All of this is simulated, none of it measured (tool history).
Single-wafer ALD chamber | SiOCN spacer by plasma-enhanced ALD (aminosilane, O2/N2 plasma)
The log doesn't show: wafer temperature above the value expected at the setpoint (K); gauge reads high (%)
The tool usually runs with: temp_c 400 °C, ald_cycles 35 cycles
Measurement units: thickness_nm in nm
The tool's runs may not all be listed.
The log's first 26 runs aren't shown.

run	hour	temp_c	ald_cycles	wafers since the last listed run	hours since the last thermocouple change	hours since the gauge calibration	read-back reference wafer on the same gauge, thickness_nm	thickness_nm
27	663.6	414	30	163	187.8	139.8	2.049	1.709
28	694	400	35	190	218.2	170.2	2.043	2.09
29	706.5	400	41	78	230.7	182.7	2.042	2.448
30	740.3	386	37	212	264.5	216.5	2.041	2.203
31	764.6	404	41	152	288.8	240.8	2.04	2.412
32	798.2	400	35	210	322.4	274.4	2.039	2.077
33	832.1	400	40	212	356.3	308.3	2.032	2.37
34	845.1	387	33	81	369.3	321.3	2.037	1.96
35	873.4	400	35	177	397.6	349.6	2.033	2.071
36	893.5	392	38	126	417.7	369.7	2.03	2.247
37	908.1	405	35	91	432.3	384.3	2.032	2.031
38	937.8	400	35	186	462	414	2.028	2.072
39	955	400	35	107	479.2	431.2	2.028	2.065
40	978.2	394	30	145	502.4	454.4	2.027	1.766
41	993.5	400	35	96	517.7	469.7	2.027	2.069

5 ways to go on from here, each from the tool as it stands after run 41. What would each give?
A	994	400	35	3	518.2	470.2	?	?
B	994	392	31	3	518.2	470.2	?	?
C	994	386	31	3	518.2	470.2	?	?
D	994	391	33	3	518.2	470.2	?	?
E	994	391	38	3	518.2	470.2	?	?

run	read-back reference wafer on the same gauge, thickness_nm	thickness_nm
A	2.024	2.069
B	2.024	1.832
C	2.024	1.832
D	2.024	1.951
E	2.024	2.246
Without the tool's hidden state the same runs would have given:
run	thickness_nm
A	2.114
B	1.872
C	1.872
D	1.993
E	2.295

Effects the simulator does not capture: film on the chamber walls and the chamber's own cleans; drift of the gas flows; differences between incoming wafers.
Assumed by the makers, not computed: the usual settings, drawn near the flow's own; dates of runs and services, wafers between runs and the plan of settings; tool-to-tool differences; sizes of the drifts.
